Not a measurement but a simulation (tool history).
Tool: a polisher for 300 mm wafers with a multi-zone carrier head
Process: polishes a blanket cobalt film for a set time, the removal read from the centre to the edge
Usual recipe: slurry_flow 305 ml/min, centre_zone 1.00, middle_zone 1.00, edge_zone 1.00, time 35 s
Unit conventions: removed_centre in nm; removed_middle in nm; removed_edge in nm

run,day,slurry_flow,centre_zone,middle_zone,edge_zone,time,wafers since the last listed run,wafers polished on this pad,hours since the slurry nozzle was cleaned,hours since the centre zone pressure was calibrated,hours since the edge zone pressure was calibrated,hours since the carrier head's membrane was replaced,"incoming thickness of the incoming film, nm",removed_centre,removed_middle,removed_edge
1,0.000,305,1.00,1.00,1.00,35,0,7011,629.3,1436.1,754.2,1615.3,1315.5,198.1,175.4,173.1
2,2.738,305,1.00,1.00,1.00,35,967,7979,695.0,1501.8,819.9,1681.0,1328.7,200.2,175.1,177.8
# day 3.938: worn pad replaced by a new one
3,6.958,305,1.00,1.00,1.00,35,1433,1067,796.3,1603.1,921.2,1782.3,1325.0,197.5,175.9,180.6
# day 8.017: centre zone pressure recalibrated
4,10.354,305,1.00,1.12,1.00,23,1170,2238,877.8,56.1,1002.7,1863.8,1327.5,113.9,124.2,117.5
5,12.346,350,1.00,1.00,1.00,27,704,2942,925.6,103.9,1050.5,1911.6,1313.5,136.4,139.0,138.4
# day 12.683: edge zone pressure recalibrated
6,14.079,305,1.00,1.00,1.00,35,583,3525,967.2,145.5,33.5,1953.2,1313.1,178.3,173.4,179.0
# day 16.050: slurry nozzle cleaned
# day 16.875: carrier head's membrane replaced by a new one
7,16.896,305,1.00,1.00,1.00,35,907,4432,20.3,213.1,101.1,0.5,1307.4,180.3,176.8,178.7
8,19.846,225,1.07,1.05,1.00,45,1042,5475,91.1,283.9,171.9,71.3,1303.6,240.8,229.7,225.0
9,22.562,305,1.00,1.00,1.00,35,960,6435,156.3,349.1,237.1,136.5,1323.6,185.6,176.2,181.8
10,24.558,305,1.00,0.91,1.05,35,705,7141,204.2,397.0,285.0,184.4,1296.1,185.2,159.1,180.9
# day 25.058: worn pad replaced by a new one
11,28.338,305,1.00,1.00,1.00,35,1277,1159,294.9,487.7,375.7,275.1,1324.8,184.3,175.5,179.4
12,36.621,305,1.00,1.00,1.00,35,2928,4087,493.7,686.5,574.5,473.9,1304.1,188.7,172.7,180.0
13,41.054,305,1.00,0.97,1.00,35,1567,5654,600.1,792.9,680.9,580.3,1304.9,189.3,173.0,181.3
14,43.029,305,1.00,1.00,1.00,35,698,6353,647.5,840.3,728.3,627.7,1312.5,190.7,170.8,173.8

For run 15, what comes out?
# day 45.912: worn pad replaced by a new one
15,48.204,305,1.10,1.00,1.00,35,1770,810,771.7,964.5,852.5,751.9,1316.3,?,?,?

removed_centre: 211.9 nm
removed_middle: 175.6 nm
removed_edge: 177.3 nm
Were there no unlogged condition in the tool, this run, its random variation unchanged, would have produced removed_centre 192.8 nm, removed_middle 175.7 nm, removed_edge 177.3 nm.

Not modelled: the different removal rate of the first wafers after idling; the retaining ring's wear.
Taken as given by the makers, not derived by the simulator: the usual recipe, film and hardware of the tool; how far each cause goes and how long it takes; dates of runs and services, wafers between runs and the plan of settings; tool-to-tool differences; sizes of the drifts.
